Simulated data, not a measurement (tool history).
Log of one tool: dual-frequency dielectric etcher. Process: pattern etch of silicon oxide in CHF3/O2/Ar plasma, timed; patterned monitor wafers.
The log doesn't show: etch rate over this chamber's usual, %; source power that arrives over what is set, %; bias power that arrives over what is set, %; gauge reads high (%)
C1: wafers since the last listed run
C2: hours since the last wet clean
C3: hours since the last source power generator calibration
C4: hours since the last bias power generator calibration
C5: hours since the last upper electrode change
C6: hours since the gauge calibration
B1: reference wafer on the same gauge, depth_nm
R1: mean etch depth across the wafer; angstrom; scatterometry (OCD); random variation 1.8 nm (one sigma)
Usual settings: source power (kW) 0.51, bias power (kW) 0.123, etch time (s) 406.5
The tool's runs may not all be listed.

{"run": 1, "day": 0.0, "source power (kW)": 0.51, "bias power (kW)": 0.123, "etch time (s)": 438.5, "C1": 0, "C2": 102.2, "C3": 46.9, "C4": 87.4, "C5": 3759.6, "C6": 1155.5, "B1": 765.9, "R1": 7231}
{"run": 2, "day": 2.042, "source power (kW)": 0.51, "bias power (kW)": 0.123, "etch time (s)": 438.5, "C1": 238, "C2": 151.2, "C3": 95.9, "C4": 136.4, "C5": 3808.6, "C6": 1204.5, "B1": 766.1, "R1": 7200}
{"run": 3, "day": 4.992, "source power (kW)": 0.54, "bias power (kW)": 0.123, "etch time (s)": 406.5, "C1": 344, "C2": 222, "C3": 166.7, "C4": 207.2, "C5": 3879.4, "C6": 1275.3, "B1": 765.4, "R1": 6838}
{"run": 4, "day": 6.404, "source power (kW)": 0.54, "bias power (kW)": 0.123, "etch time (s)": 406.5, "C1": 165, "C2": 255.9, "C3": 200.6, "C4": 241.1, "C5": 3913.3, "C6": 1309.2, "B1": 765.8, "R1": 6796}
{"run": 5, "day": 8.771, "source power (kW)": 0.43, "bias power (kW)": 0.123, "etch time (s)": 406.5, "C1": 276, "C2": 312.7, "C3": 257.4, "C4": 297.9, "C5": 3970.1, "C6": 1366, "B1": 766.1, "R1": 6142}
{"run": 6, "day": 10.329, "source power (kW)": 0.48, "bias power (kW)": 0.123, "etch time (s)": 442.5, "C1": 182, "C2": 350.1, "C3": 294.8, "C4": 335.3, "C5": 4007.5, "C6": 1403.4, "B1": 766.1, "R1": 7013}
{"run": 7, "day": 11.833, "source power (kW)": 0.51, "bias power (kW)": 0.123, "etch time (s)": 406.5, "C1": 175, "C2": 386.2, "C3": 330.9, "C4": 371.4, "C5": 4043.6, "C6": 1439.5, "B1": 766, "R1": 6575}
{"day": 14.983, "done": "wet clean of the chamber"}
{"run": 8, "day": 15.004, "source power (kW)": 0.51, "bias power (kW)": 0.139, "etch time (s)": 471, "C1": 253, "C2": 0.5, "C3": 407, "C4": 447.5, "C5": 4119.7, "C6": 1515.6, "B1": 765.6, "R1": 8231}
{"run": 9, "day": 16.846, "source power (kW)": 0.51, "bias power (kW)": 0.143, "etch time (s)": 491.5, "C1": 215, "C2": 44.7, "C3": 451.2, "C4": 491.7, "C5": 4163.9, "C6": 1559.8, "B1": 765.3, "R1": 8688}
{"run": 10, "day": 18.242, "source power (kW)": 0.51, "bias power (kW)": 0.123, "etch time (s)": 406.5, "C1": 163, "C2": 78.2, "C3": 484.7, "C4": 525.2, "C5": 4197.4, "C6": 1593.3, "B1": 766.2, "R1": 6778}
{"run": 11, "day": 20.279, "source power (kW)": 0.51, "bias power (kW)": 0.139, "etch time (s)": 406.5, "C1": 238, "C2": 127.1, "C3": 533.6, "C4": 574.1, "C5": 4246.3, "C6": 1642.2, "B1": 767, "R1": 7078}
{"day": 20.875, "done": "gauge calibrated"}
{"run": 12, "day": 23.067, "source power (kW)": 0.51, "bias power (kW)": 0.141, "etch time (s)": 491, "C1": 325, "C2": 194, "C3": 600.5, "C4": 641, "C5": 4313.2, "C6": 52.6, "B1": 765.8, "R1": 8550}
{"run": 13, "day": 25.554, "source power (kW)": 0.51, "bias power (kW)": 0.123, "etch time (s)": 406.5, "C1": 290, "C2": 253.7, "C3": 660.2, "C4": 700.7, "C5": 4372.9, "C6": 112.3, "B1": 765.9, "R1": 6725}
{"run": 14, "day": 26.712, "source power (kW)": 0.51, "bias power (kW)": 0.123, "etch time (s)": 294.5, "C1": 135, "C2": 281.5, "C3": 688, "C4": 728.5, "C5": 4400.7, "C6": 140.1, "B1": 766.5, "R1": 4842}
{"run": 15, "day": 28.396, "source power (kW)": 0.62, "bias power (kW)": 0.107, "etch time (s)": 495.5, "C1": 196, "C2": 321.9, "C3": 728.4, "C4": 768.9, "C5": 4441.1, "C6": 180.5, "B1": 766.4, "R1": 8470}
{"run": 16, "day": 30.912, "source power (kW)": 0.41, "bias power (kW)": 0.143, "etch time (s)": 451, "C1": 294, "C2": 382.3, "C3": 788.8, "C4": 829.3, "C5": 4501.5, "C6": 240.9, "B1": 765, "R1": 7110}
{"run": 17, "day": 33.608, "source power (kW)": 0.59, "bias power (kW)": 0.123, "etch time (s)": 319, "C1": 315, "C2": 447, "C3": 853.5, "C4": 894, "C5": 4566.2, "C6": 305.6, "B1": 765.6, "R1": 5523}
{"run": 18, "day": 36.021, "source power (kW)": 0.56, "bias power (kW)": 0.098, "etch time (s)": 337, "C1": 282, "C2": 504.9, "C3": 911.4, "C4": 951.9, "C5": 4624.1, "C6": 363.5, "B1": 766.7, "R1": 5281}
{"day": 37.55, "done": "upper electrode replaced"}
{"run": 19, "day": 37.571, "source power (kW)": 0.51, "bias power (kW)": 0.123, "etch time (s)": 406.5, "C1": 64, "C2": 542.1, "C3": 948.6, "C4": 989.1, "C5": 0.5, "C6": 400.7, "B1": 767.2, "R1": 6579}
{"day": 39.983, "done": "wet clean of the chamber"}
{"run": 20, "day": 46.35, "source power (kW)": 0.47, "bias power (kW)": 0.123, "etch time (s)": 337, "C1": 909, "C2": 152.8, "C3": 1159.3, "C4": 1199.8, "C5": 211.2, "C6": 611.4, "B1": 765.6, "R1": 5404}
{"run": 21, "day": 47.433, "source power (kW)": 0.56, "bias power (kW)": 0.123, "etch time (s)": 343, "C1": 126, "C2": 178.8, "C3": 1185.3, "C4": 1225.8, "C5": 237.2, "C6": 637.4, "B1": 766, "R1": 5894}
{"run": 22, "day": 50.358, "source power (kW)": 0.6, "bias power (kW)": 0.123, "etch time (s)": 406.5, "C1": 341, "C2": 249, "C3": 1255.5, "C4": 1296, "C5": 307.4, "C6": 707.6, "B1": 765.7, "R1": 7219}
{"run": 23, "day": 51.375, "source power (kW)": 0.51, "bias power (kW)": 0.123, "etch time (s)": 479, "C1": 118, "C2": 273.4, "C3": 1279.9, "C4": 1320.4, "C5": 331.8, "C6": 732, "B1": 766.6, "R1": 7896}
{"run": 24, "day": 53.346, "source power (kW)": 0.51, "bias power (kW)": 0.133, "etch time (s)": 406.5, "C1": 230, "C2": 320.7, "C3": 1327.2, "C4": 1367.7, "C5": 379.1, "C6": 779.3, "B1": 766.3, "R1": 6850}
{"run": 25, "day": 54.412, "source power (kW)": 0.51, "bias power (kW)": 0.123, "etch time (s)": 406.5, "C1": 124, "C2": 346.3, "C3": 1352.8, "C4": 1393.3, "C5": 404.7, "C6": 804.9, "B1": 766.5, "R1": 6675}
{"run": 26, "day": 57.371, "source power (kW)": 0.51, "bias power (kW)": 0.143, "etch time (s)": 406.5, "C1": 345, "C2": 417.3, "C3": 1423.8, "C4": 1464.3, "C5": 475.7, "C6": 875.9, "B1": 765.2, "R1": 6993}
{"run": 27, "day": 59.008, "source power (kW)": 0.59, "bias power (kW)": 0.093, "etch time (s)": 516, "C1": 191, "C2": 456.6, "C3": 1463.1, "C4": 1503.6, "C5": 515, "C6": 915.2, "B1": 765.5, "R1": 8136}
{"run": 28, "day": 61.25, "source power (kW)": 0.54, "bias power (kW)": 0.123, "etch time (s)": 406.5, "C1": 262, "C2": 510.4, "C3": 1516.9, "C4": 1557.4, "C5": 568.8, "C6": 969, "B1": 765.8, "R1": 6760}
{"day": 62.529, "done": "wet clean of the chamber"}
{"run": 29, "day": 63.125, "source power (kW)": 0.51, "bias power (kW)": 0.123, "etch time (s)": 294.5, "C1": 102, "C2": 14.3, "C3": 1561.9, "C4": 1602.4, "C5": 613.8, "C6": 1014, "B1": 766.5, "R1": 4961}
{"run": 30, "day": 64.504, "source power (kW)": 0.6, "bias power (kW)": 0.1, "etch time (s)": 494.5, "C1": 161, "C2": 47.4, "C3": 1595, "C4": 1635.5, "C5": 646.9, "C6": 1047.1, "B1": 765.4, "R1": 8315}

Forecast each of these 4 alternatives for the next run:
{"run": "A", "day": 64.525, "source power (kW)": 0.51, "bias power (kW)": 0.123, "etch time (s)": 484, "C1": 2, "C2": 47.9, "C3": 1595.5, "C4": 1636, "C5": 647.4, "C6": 1047.6, "B1": "?", "R1": "?"}
{"run": "B", "day": 64.525, "source power (kW)": 0.57, "bias power (kW)": 0.102, "etch time (s)": 368, "C1": 2, "C2": 47.9, "C3": 1595.5, "C4": 1636, "C5": 647.4, "C6": 1047.6, "B1": "?", "R1": "?"}
{"run": "C", "day": 64.525, "source power (kW)": 0.6, "bias power (kW)": 0.107, "etch time (s)": 528.5, "C1": 2, "C2": 47.9, "C3": 1595.5, "C4": 1636, "C5": 647.4, "C6": 1047.6, "B1": "?", "R1": "?"}
{"run": "D", "day": 64.525, "source power (kW)": 0.44, "bias power (kW)": 0.123, "etch time (s)": 458.5, "C1": 2, "C2": 47.9, "C3": 1595.5, "C4": 1636, "C5": 647.4, "C6": 1047.6, "B1": "?", "R1": "?"}

run=A B1=765.8 R1=8113
run=B B1=765.8 R1=6059
run=C B1=765.8 R1=9049
run=D B1=765.8 R1=7204
Without the tool's hidden state the same runs would have given:
run=A R1=7979
run=B R1=5965
run=C R1=8907
run=D R1=7083

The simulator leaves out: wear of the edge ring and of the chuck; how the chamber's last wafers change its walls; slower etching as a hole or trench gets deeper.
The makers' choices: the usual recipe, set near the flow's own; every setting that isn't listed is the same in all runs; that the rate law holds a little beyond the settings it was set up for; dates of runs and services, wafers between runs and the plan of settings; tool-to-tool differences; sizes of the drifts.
